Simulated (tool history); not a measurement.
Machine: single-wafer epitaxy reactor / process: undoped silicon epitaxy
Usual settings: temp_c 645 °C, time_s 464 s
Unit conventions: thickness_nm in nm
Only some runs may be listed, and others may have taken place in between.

| run | hour | temp_c | time_s | wafers since the last listed run | hours since the last pyrometer calibration | hours since the gauge calibration | read-back reference wafer on the same gauge, thickness_nm | thickness_nm |
|---|---|---|---|---|---|---|---|---|
| 1 | 0 | 645 | 464 | 0 | 1118.6 | 1985.5 | 68.032 | 73.651 |
| 2 | 63.9 | 645 | 464 | 318 | 1182.5 | 2049.4 | 68.021 | 73.212 |
| 3 | 163.1 | 645 | 464 | 495 | 1281.7 | 2148.6 | 67.936 | 73.37 |
| 4 | 208.9 | 645 | 464 | 228 | 1327.5 | 2194.4 | 68.056 | 73.782 |
| 5 | 287.1 | 645 | 464 | 390 | 1405.7 | 2272.6 | 68.06 | 73.813 |
| 6 | 393 | 634 | 464 | 528 | 1511.6 | 2378.5 | 67.981 | 59.238 |
| 7 | 442.2 | 634 | 464 | 245 | 1560.8 | 2427.7 | 68.008 | 59.434 |
| 8 | 546.5 | 634 | 464 | 520 | 1665.1 | 2532 | 68.035 | 59.556 |
| 9 | 597.5 | 645 | 464 | 254 | 1716.1 | 2583 | 67.991 | 74.353 |
| 10 | 677.4 | 637 | 464 | 398 | 1796 | 2662.9 | 67.958 | 63.043 |
| 11 | 780.8 | 642 | 464 | 516 | 1899.4 | 2766.3 | 68.06 | 70.01 |
| 12 | 832 | 645 | 464 | 255 | 1950.6 | 2817.5 | 67.994 | 73.914 |
|  | 908.6 | pyrometer calibrated |
| 13 | 912.8 | 645 | 464 | 363 | 4.2 | 2898.3 | 68.001 | 70.802 |
| 14 | 950.8 | 645 | 464 | 189 | 42.2 | 2936.3 | 68.008 | 70.259 |
| 15 | 1026.7 | 645 | 464 | 378 | 118.1 | 3012.2 | 67.969 | 70.947 |
| 16 | 1072.3 | 645 | 464 | 227 | 163.7 | 3057.8 | 68.01 | 71.12 |
| 17 | 1139 | 645 | 464 | 332 | 230.4 | 3124.5 | 68.007 | 70.716 |
| 18 | 1208.4 | 645 | 464 | 346 | 299.8 | 3193.9 | 67.871 | 71.098 |
| 19 | 1304.7 | 645 | 464 | 480 | 396.1 | 3290.2 | 68.055 | 70.556 |
| 20 | 1360.7 | 645 | 464 | 279 | 452.1 | 3346.2 | 68.023 | 70.565 |
| 21 | 1400.6 | 645 | 464 | 199 | 492 | 3386.1 | 67.996 | 70.72 |
| 22 | 1497 | 645 | 464 | 481 | 588.4 | 3482.5 | 68.09 | 71.06 |
|  | 1541 | pyrometer calibrated, repeated, since the last time left the tool worse |
| 23 | 1555.5 | 649 | 391 | 252 | 14.5 | 3541 | 68 | 66.05 |
| 24 | 1611.8 | 645 | 464 | 281 | 70.8 | 3597.3 | 68.016 | 72.68 |
| 25 | 1705.6 | 654 | 391 | 468 | 164.6 | 3691.1 | 67.898 | 72.435 |
| 26 | 1761.6 | 654 | 464 | 279 | 220.6 | 3747.1 | 67.962 | 86.276 |
| 27 | 1799.9 | 655 | 423 | 191 | 258.9 | 3785.4 | 68.04 | 80.093 |
| 28 | 1886.6 | 652 | 436 | 432 | 345.6 | 3872.1 | 68.04 | 78.201 |
| 29 | 1933.6 | 658 | 521 | 234 | 392.6 | 3919.1 | 68.079 | 104.319 |
| 30 | 2008.4 | 645 | 490 | 373 | 467.4 | 3993.9 | 67.976 | 76.589 |
| 31 | 2055.2 | 645 | 464 | 233 | 514.2 | 4040.7 | 68.026 | 72.561 |
| 32 | 2091.4 | 650 | 420 | 180 | 550.4 | 4076.9 | 68.086 | 72.24 |
| 33 | 2183.2 | 645 | 546 | 458 | 642.2 | 4168.7 | 68.036 | 85.459 |
| 34 | 2246.4 | 652 | 464 | 315 | 705.4 | 4231.9 | 68.109 | 83.911 |
| 35 | 2294.4 | 630 | 549 | 239 | 753.4 | 4279.9 | 68.018 | 63.611 |
|  | 2323.2 | gauge calibrated |
| 36 | 2378.4 | 645 | 464 | 419 | 837.4 | 55.2 | 67.864 | 72.586 |
| 37 | 2458.5 | 653 | 433 | 399 | 917.5 | 135.3 | 68.028 | 79.191 |
| 38 | 2554.3 | 654 | 409 | 478 | 1013.3 | 231.1 | 68.009 | 76.511 |
| 39 | 2659.5 | 634 | 493 | 525 | 1118.5 | 336.3 | 67.89 | 62.516 |
| 40 | 2749.8 | 645 | 546 | 450 | 1208.8 | 426.6 | 67.989 | 86.072 |
| 41 | 2827.3 | 656 | 464 | 386 | 1286.3 | 504.1 | 67.96 | 90.278 |
| 42 | 2885.8 | 650 | 506 | 291 | 1344.8 | 562.6 | 67.96 | 87.792 |
| 43 | 2973.4 | 645 | 500 | 437 | 1432.4 | 650.2 | 68.051 | 79.03 |
| 44 | 3043 | 654 | 464 | 347 | 1502 | 719.8 | 68.039 | 86.772 |
| 45 | 3319.7 | 653 | 517 | 1381 | 1778.7 | 996.5 | 68.06 | 95.42 |
| 46 | 3375.2 | 660 | 541 | 277 | 1834.2 | 1052 | 67.997 | 113.047 |

What differs in the tool's unlogged condition from the final listed run ahead of each entry between runs to the first listed run following it?
Between runs 12 and 13: pyrometer calibrated (hour 908.6)
  wafer temperature above the value expected at the setpoint (K): 0.848 -> -1.54
  the result without the hidden state subtracted from the measured one, thickness_nm: +1.204 -> -2.152 nm
Between runs 22 and 23: pyrometer calibrated, repeated, since the last time left the tool worse (hour 1541)
  wafer temperature above the value expected at the setpoint (K): -1.48 -> -0.232
  the result without the hidden state subtracted from the measured one, thickness_nm: -2.068 -> -0.296 nm
Between runs 35 and 36: gauge calibrated (hour 2323.2)
  wafer temperature above the value expected at the setpoint (K): -0.127 -> -0.103
  the result without the hidden state subtracted from the measured one, thickness_nm: -0.161 -> -0.145 nm

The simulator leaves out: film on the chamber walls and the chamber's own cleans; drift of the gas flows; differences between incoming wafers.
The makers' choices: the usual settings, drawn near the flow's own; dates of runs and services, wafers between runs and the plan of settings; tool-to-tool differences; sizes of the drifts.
